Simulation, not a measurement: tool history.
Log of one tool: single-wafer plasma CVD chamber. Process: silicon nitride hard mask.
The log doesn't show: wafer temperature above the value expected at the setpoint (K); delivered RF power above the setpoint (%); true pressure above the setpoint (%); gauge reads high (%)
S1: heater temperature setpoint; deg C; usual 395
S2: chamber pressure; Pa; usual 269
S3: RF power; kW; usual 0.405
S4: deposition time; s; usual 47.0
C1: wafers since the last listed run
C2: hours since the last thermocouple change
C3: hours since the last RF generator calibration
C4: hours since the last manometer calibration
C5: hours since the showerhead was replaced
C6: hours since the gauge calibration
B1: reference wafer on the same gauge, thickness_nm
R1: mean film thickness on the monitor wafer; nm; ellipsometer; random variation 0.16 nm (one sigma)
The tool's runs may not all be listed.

run	hour	S1	S2	S3	S4	C1	C2	C3	C4	C5	C6	B1	R1
1	0.0	395	269	0.405	47.0	0	1747.6	1820.8	1576.2	4615.6	643.0	68.650	66.577
# hour 16.1: showerhead replaced
2	16.6	395	269	0.405	47.0	197	1764.2	1837.4	1592.8	0.5	659.6	68.676	66.766
3	22.4	395	269	0.405	47.0	132	1770.0	1843.2	1598.6	6.3	665.4	68.639	66.872
4	30.0	395	269	0.405	47.0	174	1777.6	1850.8	1606.2	13.9	673.0	68.630	66.756
# hour 33.2: gauge calibrated
5	40.4	395	269	0.405	47.0	238	1788.0	1861.2	1616.6	24.3	7.2	68.563	66.736
6	50.6	395	269	0.405	47.0	233	1798.2	1871.4	1626.8	34.5	17.4	68.621	66.689
7	65.1	395	269	0.405	52.4	332	1812.7	1885.9	1641.3	49.0	31.9	68.591	74.201
8	75.3	395	327	0.405	44.1	233	1822.9	1896.1	1651.5	59.2	42.1	68.558	66.242
9	81.4	395	269	0.405	47.0	139	1829.0	1902.2	1657.6	65.3	48.2	68.652	66.961
# hour 98.1: RF generator calibrated
10	98.6	400	269	0.380	47.0	210	1846.2	0.5	1674.8	82.5	65.4	68.603	64.443
11	106.6	401	269	0.385	47.0	183	1854.2	8.5	1682.8	90.5	73.4	68.609	64.932
12	113.2	395	269	0.405	47.0	151	1860.8	15.1	1689.4	97.1	80.0	68.584	66.598
# hour 125.4: capacitance manometer re-zeroed and calibrated
13	131.1	405	315	0.330	39.4	226	1878.7	33.0	5.7	115.0	97.9	68.584	53.903
14	142.8	395	269	0.405	47.0	268	1890.4	44.7	17.4	126.7	109.6	68.613	67.957
# hour 163.0: thermocouple changed; heater temperature recalibrated
15	163.5	383	311	0.405	44.3	291	0.5	65.4	38.1	147.4	130.3	68.524	67.072
16	173.9	405	269	0.405	55.9	238	10.9	75.8	48.5	157.8	140.7	68.640	80.482
17	184.0	395	269	0.405	47.0	231	21.0	85.9	58.6	167.9	150.8	68.607	67.912
18	197.2	395	269	0.405	56.4	302	34.2	99.1	71.8	181.1	164.0	68.689	81.507
19	212.1	395	269	0.405	47.0	341	49.1	114.0	86.7	196.0	178.9	68.601	67.903
20	219.6	395	269	0.405	47.0	171	56.6	121.5	94.2	203.5	186.4	68.617	67.927
21	229.8	381	269	0.405	47.0	233	66.8	131.7	104.4	213.7	196.6	68.547	68.323
22	239.6	395	269	0.405	47.0	224	76.6	141.5	114.2	223.5	206.4	68.587	67.685
23	251.3	395	297	0.460	47.0	268	88.3	153.2	125.9	235.2	218.1	68.587	74.195
24	266.1	390	300	0.355	54.7	339	103.1	168.0	140.7	250.0	232.9	68.545	76.219
25	279.8	395	227	0.405	51.1	314	116.8	181.7	154.4	263.7	246.6	68.653	69.541
26	288.3	409	269	0.335	37.6	194	125.3	190.2	162.9	272.2	255.1	68.549	48.988
27	299.3	395	269	0.345	47.0	252	136.3	201.2	173.9	283.2	266.1	68.553	62.447
28	308.5	409	240	0.350	40.0	210	145.5	210.4	183.1	292.4	275.3	68.624	51.004
29	325.9	395	316	0.370	47.0	398	162.9	227.8	200.5	309.8	292.7	68.598	67.665
30	342.2	409	269	0.370	51.0	373	179.2	244.1	216.8	326.1	309.0	68.555	69.412

Hidden state at the last listed run before each entry between runs and at the first one after, where it differs:
Between runs 1 and 2: showerhead replaced (hour 16.1)
  true pressure above the setpoint (%): -7.3 -> -7.31
  measured less the result without the state, R1: -1.661 -> -1.670 nm
Between runs 4 and 5: gauge calibrated (hour 33.2)
  true pressure above the setpoint (%): -7.33 -> -7.34
  measured less the result without the state, R1: -1.673 -> -1.675 nm
Between runs 9 and 10: RF generator calibrated (hour 98.1)
  true pressure above the setpoint (%): -7.38 -> -7.39
  measured less the result without the state, R1: -1.690 -> -1.630 nm
Between runs 12 and 13: capacitance manometer re-zeroed and calibrated (hour 125.4)
  true pressure above the setpoint (%): -7.41 -> -1.71
  measured less the result without the state, R1: -1.689 -> -0.267 nm
Between runs 14 and 15: thermocouple changed; heater temperature recalibrated (hour 163.0)
  true pressure above the setpoint (%): -1.87 -> -2.14
  measured less the result without the state, R1: -0.397 -> -0.449 nm
